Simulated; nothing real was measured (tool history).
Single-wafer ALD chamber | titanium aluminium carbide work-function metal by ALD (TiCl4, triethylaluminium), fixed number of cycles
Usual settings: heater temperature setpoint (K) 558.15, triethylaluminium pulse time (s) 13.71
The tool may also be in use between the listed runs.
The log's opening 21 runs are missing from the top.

| run | hour | heater temperature setpoint (K) | triethylaluminium pulse time (s) | read-back reference wafer on the same gauge, thickness_nm | mean film thickness on the monitor wafer (nm) |
|---|---|---|---|---|---|
| 22 | 1138.1 | 558.15 | 13.71 | 2.118 | 2.040 |
| 23 | 1162.8 | 571.15 | 11.50 | 2.121 | 2.124 |
| 24 | 1231.8 | 558.15 | 18.22 | 2.120 | 2.055 |
| 25 | 1279.7 | 550.15 | 10.08 | 2.119 | 1.959 |
| 26 | 1308.3 | 569.15 | 8.68 | 2.119 | 2.081 |
| 27 | 1349.9 | 562.15 | 13.71 | 2.120 | 2.070 |
| 28 | 1417.4 | 563.15 | 17.50 | 2.118 | 2.094 |
| 29 | 1457.9 | 558.15 | 13.71 | 2.122 | 2.033 |
| 30 | 1494.4 | 558.15 | 15.41 | 2.120 | 2.063 |
| 31 | 1540.5 | 558.15 | 13.71 | 2.119 | 2.041 |
| 32 | 1755.1 | 554.15 | 16.97 | 2.120 | 2.017 |

Branching from run 32: 5 alternative next runs. What would each branch give?
| A | 1755.5 | 558.15 | 13.71 | ? | ? |
| B | 1755.5 | 570.15 | 8.66 | ? | ? |
| C | 1755.5 | 554.15 | 16.05 | ? | ? |
| D | 1755.5 | 570.15 | 15.42 | ? | ? |
| E | 1755.5 | 564.15 | 13.71 | ? | ? |

| run | read-back reference wafer on the same gauge, thickness_nm | mean film thickness on the monitor wafer (nm) |
|---|---|---|
| A | 2.120 | 2.032 |
| B | 2.120 | 2.061 |
| C | 2.120 | 2.012 |
| D | 2.120 | 2.141 |
| E | 2.120 | 2.081 |
Take away the tool's hidden state, keep each run's random variation, and the runs would have read:
| run | mean film thickness on the monitor wafer (nm) |
|---|---|
| A | 2.046 |
| B | 2.096 |
| C | 2.021 |
| D | 2.152 |
| E | 2.095 |
